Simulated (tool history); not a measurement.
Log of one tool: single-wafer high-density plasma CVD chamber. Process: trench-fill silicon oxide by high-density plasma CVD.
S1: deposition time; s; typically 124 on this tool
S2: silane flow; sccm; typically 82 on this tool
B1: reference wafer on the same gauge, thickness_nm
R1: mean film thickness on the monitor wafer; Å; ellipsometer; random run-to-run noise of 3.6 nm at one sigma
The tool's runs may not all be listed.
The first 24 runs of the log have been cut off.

run,hour,S1,S2,B1,R1
25,2254.8,124,82,830.644,9845.73
26,2340.8,99,96,829.315,9144.32
# hour 2400.3: silane flow controller replaced
27,2400.8,124,82,830.893,10070.34
# hour 2415.9: gauge calibrated
28,2458.6,130,89,830.112,11514.07
29,2501,145,95,831.227,13673.74
30,2589.9,109,72,829.603,7792.47
31,2684.1,124,98,830.914,11987.67
32,2790.6,137,82,829.854,11095.04
33,2866.1,124,82,830.308,10086.25
34,2932,124,73,830.054,8991.96
35,2978.3,109,82,830.931,8851.66
36,3047.5,124,93,829.87,11377.76
37,3154.1,124,82,830.467,10079.93
38,3221.2,141,74,829.869,10243.5
39,3313.4,103,82,828.5,8327
40,3401.2,139,73,829.784,10033.28
41,3508.3,124,82,830.591,9999.03
42,3585.2,124,82,829.417,9943.11
43,3683.2,109,82,829.067,8760.88
44,3775,124,82,830.073,9919.05
45,3867.8,117,87,829.879,9938.72

Forecast each of these 5 alternatives for the next run:
A,3868.2,124,82,?,?
B,3868.2,144,73,?,?
C,3868.2,103,78,?,?
D,3868.2,117,82,?,?
E,3868.2,108,95,?,?

run,B1,R1
A,829.978,9900.86
B,829.978,10235.82
C,829.978,7822.92
D,829.978,9341.94
E,829.978,9990.44
Stripped of hidden state, with their random variation kept, the same runs would have yielded:
run,R1
A,10123.88
B,10466.39
C,7999.14
D,9552.37
E,10215.48

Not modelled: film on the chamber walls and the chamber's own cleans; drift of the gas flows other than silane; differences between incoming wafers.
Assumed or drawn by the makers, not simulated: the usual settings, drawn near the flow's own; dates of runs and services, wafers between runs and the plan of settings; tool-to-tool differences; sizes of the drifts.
